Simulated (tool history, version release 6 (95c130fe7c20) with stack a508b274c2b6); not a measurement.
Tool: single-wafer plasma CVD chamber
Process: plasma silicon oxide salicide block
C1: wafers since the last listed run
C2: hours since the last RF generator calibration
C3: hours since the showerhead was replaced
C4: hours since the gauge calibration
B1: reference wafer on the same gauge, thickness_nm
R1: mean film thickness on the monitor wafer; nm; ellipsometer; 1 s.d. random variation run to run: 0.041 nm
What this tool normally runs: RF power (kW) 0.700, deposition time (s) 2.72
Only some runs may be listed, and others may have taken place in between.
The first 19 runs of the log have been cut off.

At hour 237.7: showerhead replaced.
Run 20, hour 257.9: usual settings; C1 991; C2 70.1; C3 20.2; C4 118.9; B1 30.440. Result: R1 27.279 nm.
Run 21, hour 271.2: usual settings but RF power (kW) 0.660, deposition time (s) 3.04; C1 417; C2 83.4; C3 33.5; C4 132.2; B1 30.438. Result: R1 30.079 nm.
Run 22, hour 280.2: usual settings; C1 282; C2 92.4; C3 42.5; C4 141.2; B1 30.430. Result: R1 27.217 nm.
Run 23, hour 301.4: usual settings but RF power (kW) 0.625, deposition time (s) 2.22; C1 665; C2 113.6; C3 63.7; C4 162.4; B1 30.411. Result: R1 21.769 nm.
Run 24, hour 311.1: usual settings but RF power (kW) 0.800, deposition time (s) 3.10; C1 304; C2 123.3; C3 73.4; C4 172.1; B1 30.409. Result: R1 31.980 nm.
Run 25, hour 328.9: usual settings but RF power (kW) 0.570, deposition time (s) 3.02; C1 558; C2 141.1; C3 91.2; C4 189.9; B1 30.393. Result: R1 28.876 nm.
Run 26, hour 345.8: usual settings; C1 530; C2 158.0; C3 108.1; C4 206.8; B1 30.386. Result: R1 27.327 nm.
Run 27, hour 353.8: usual settings; C1 251; C2 166.0; C3 116.1; C4 214.8; B1 30.383. Result: R1 27.318 nm.
Run 28, hour 365.9: usual settings; C1 379; C2 178.1; C3 128.2; C4 226.9; B1 30.382. Result: R1 27.255 nm.
Run 29, hour 383.4: usual settings but RF power (kW) 0.815; C1 549; C2 195.6; C3 145.7; C4 244.4; B1 30.362. Result: R1 28.104 nm.
Run 30, hour 392.8: usual settings but RF power (kW) 0.840, deposition time (s) 2.86; C1 294; C2 205.0; C3 155.1; C4 253.8; B1 30.358. Result: R1 29.873 nm.
Run 31, hour 407.3: usual settings but deposition time (s) 2.41; C1 455; C2 219.5; C3 169.6; C4 268.3; B1 30.342. Result: R1 24.075 nm.

What does the tool deliver on the next run?
Run 32, hour 422.6: usual settings but deposition time (s) 3.21; C1 480; C2 234.8; C3 184.9; C4 283.6; B1 ?. Result: R1 ?.

B1: 30.347
R1: 32.138 nm
On a tool with no hidden condition, and with the same random variation, this run would have come out at R1 32.307 nm.
